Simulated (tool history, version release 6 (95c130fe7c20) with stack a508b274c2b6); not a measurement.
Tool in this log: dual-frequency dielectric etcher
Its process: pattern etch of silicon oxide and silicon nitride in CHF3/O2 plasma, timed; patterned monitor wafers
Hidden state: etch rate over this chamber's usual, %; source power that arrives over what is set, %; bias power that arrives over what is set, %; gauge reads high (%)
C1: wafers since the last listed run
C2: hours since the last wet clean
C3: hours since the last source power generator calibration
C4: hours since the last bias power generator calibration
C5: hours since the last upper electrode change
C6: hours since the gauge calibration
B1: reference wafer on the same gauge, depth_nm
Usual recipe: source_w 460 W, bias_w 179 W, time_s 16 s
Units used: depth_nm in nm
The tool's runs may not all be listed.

Run 1, hour 0: usual settings but source_w 500 W; C1 0; C2 323.7; C3 1457.6; C4 1879.4; C5 1250; C6 655.7; B1 17.59. Result: depth_nm 19.93 nm.
Run 2, hour 58.3: usual settings but source_w 500 W; C1 595; C2 382; C3 1515.9; C4 1937.7; C5 1308.3; C6 714; B1 17.6. Result: depth_nm 19.88 nm.
Run 3, hour 111.2: usual settings but source_w 500 W; C1 540; C2 434.9; C3 1568.8; C4 1990.6; C5 1361.2; C6 766.9; B1 17.59. Result: depth_nm 19.97 nm.
At hour 179.7: wet clean of the chamber.
Run 4, hour 180.2: usual settings; C1 459; C2 0.5; C3 1637.8; C4 2059.6; C5 1430.2; C6 835.9; B1 17.59. Result: depth_nm 20.08 nm.
Run 5, hour 363.9: usual settings; C1 1876; C2 184.2; C3 1821.5; C4 2243.3; C5 1613.9; C6 1019.6; B1 17.6. Result: depth_nm 19.63 nm.
Run 6, hour 389.9: usual settings but source_w 390 W; C1 265; C2 210.2; C3 1847.5; C4 2269.3; C5 1639.9; C6 1045.6; B1 17.61. Result: depth_nm 18.79 nm.
Run 7, hour 440.5: usual settings but source_w 390 W; C1 516; C2 260.8; C3 1898.1; C4 2319.9; C5 1690.5; C6 1096.2; B1 17.61. Result: depth_nm 18.82 nm.
Run 8, hour 501.3: usual settings but source_w 390 W; C1 621; C2 321.6; C3 1958.9; C4 2380.7; C5 1751.3; C6 1157; B1 17.59. Result: depth_nm 18.64 nm.
Run 9, hour 570.1: usual settings but bias_w 145 W, time_s 14.5 s; C1 702; C2 390.4; C3 2027.7; C4 2449.5; C5 1820.1; C6 1225.8; B1 17.6. Result: depth_nm 16.54 nm.
Run 10, hour 597.8: usual settings but bias_w 145 W, time_s 14.5 s; C1 282; C2 418.1; C3 2055.4; C4 2477.2; C5 1847.8; C6 1253.5; B1 17.6. Result: depth_nm 16.58 nm.
At hour 631.7: source power generator calibrated.
Run 11, hour 665: usual settings; C1 645; C2 485.3; C3 33.3; C4 2544.4; C5 1915; C6 1320.7; B1 17.61. Result: depth_nm 19.3 nm.
Run 12, hour 699.5: usual settings but source_w 380 W, time_s 19 s; C1 352; C2 519.8; C3 67.8; C4 2578.9; C5 1949.5; C6 1355.2; B1 17.6. Result: depth_nm 21.73 nm.
At hour 745.6: wet clean of the chamber.
Run 13, hour 770.2: usual settings but time_s 18.5 s; C1 477; C2 24.6; C3 138.5; C4 2649.6; C5 2020.2; C6 1425.9; B1 17.61. Result: depth_nm 23.24 nm.
Run 14, hour 812.8: usual settings; C1 435; C2 67.2; C3 181.1; C4 2692.2; C5 2062.8; C6 1468.5; B1 17.6. Result: depth_nm 20.11 nm.
Run 15, hour 844.9: usual settings; C1 327; C2 99.3; C3 213.2; C4 2724.3; C5 2094.9; C6 1500.6; B1 17.6. Result: depth_nm 20.18 nm.
Run 16, hour 890.6: usual settings but source_w 410 W; C1 466; C2 145; C3 258.9; C4 2770; C5 2140.6; C6 1546.3; B1 17.59. Result: depth_nm 19.54 nm.
At hour 939.4: bias power generator calibrated.
At hour 946.5: gauge calibrated.
At hour 1030.4: upper electrode replaced.
Run 17, hour 1030.9: usual settings but source_w 510 W, bias_w 144 W, time_s 20 s; C1 1147; C2 285.3; C3 399.2; C4 91.5; C5 0.5; C6 84.4; B1 17.6. Result: depth_nm 23.83 nm.
Run 18, hour 1044.4: usual settings but source_w 410 W, time_s 14.5 s; C1 137; C2 298.8; C3 412.7; C4 105; C5 14; C6 97.9; B1 17.59. Result: depth_nm 17.37 nm.
Run 19, hour 1099.3: usual settings but source_w 510 W; C1 560; C2 353.7; C3 467.6; C4 159.9; C5 68.9; C6 152.8; B1 17.59. Result: depth_nm 20.2 nm.
Run 20, hour 1150.5: usual settings but bias_w 138 W; C1 522; C2 404.9; C3 518.8; C4 211.1; C5 120.1; C6 204; B1 17.61. Result: depth_nm 18.16 nm.
Run 21, hour 1191.4: usual settings but time_s 17.5 s; C1 417; C2 445.8; C3 559.7; C4 252; C5 161; C6 244.9; B1 17.59. Result: depth_nm 21.41 nm.
Run 22, hour 1248.7: usual settings; C1 585; C2 503.1; C3 617; C4 309.3; C5 218.3; C6 302.2; B1 17.6. Result: depth_nm 19.29 nm.
At hour 1299.9: wet clean of the chamber.
Run 23, hour 1436.9: usual settings but source_w 570 W, bias_w 210 W; C1 1677; C2 137; C3 805.2; C4 497.5; C5 406.5; C6 490.4; B1 17.59. Result: depth_nm 22.21 nm.
Run 24, hour 1495.2: usual settings but source_w 400 W, bias_w 192 W, time_s 18 s; C1 595; C2 195.3; C3 863.5; C4 555.8; C5 464.8; C6 548.7; B1 17.61. Result: depth_nm 21.97 nm.
Run 25, hour 1689.2: usual settings but source_w 430 W, bias_w 163 W; C1 1981; C2 389.3; C3 1057.5; C4 749.8; C5 658.8; C6 742.7; B1 17.59. Result: depth_nm 18.56 nm.
Run 26, hour 1718.4: usual settings but source_w 540 W, bias_w 223 W, time_s 12.5 s; C1 298; C2 418.5; C3 1086.7; C4 779; C5 688; C6 771.9; B1 17.6. Result: depth_nm 16.91 nm.

Same runs, no hidden state in the tool, same run-to-run variation:
run  depth_nm
  1     20.42
  2     20.47
  3     20.65
  4     20.13
  5     19.96
  6     19.14
  7     19.26
  8     19.17
  9     17.11
 10     17.19
 11     20.12
 12     22.72
 13     23.14
 14     20.09
 15     20.21
 16     19.64
 17     24.23
 18     17.67
 19     20.65
 20     18.64
 21     22.05
 22     19.97
 23     22.46
 24     22.32
 25     19.16
 26      17.5
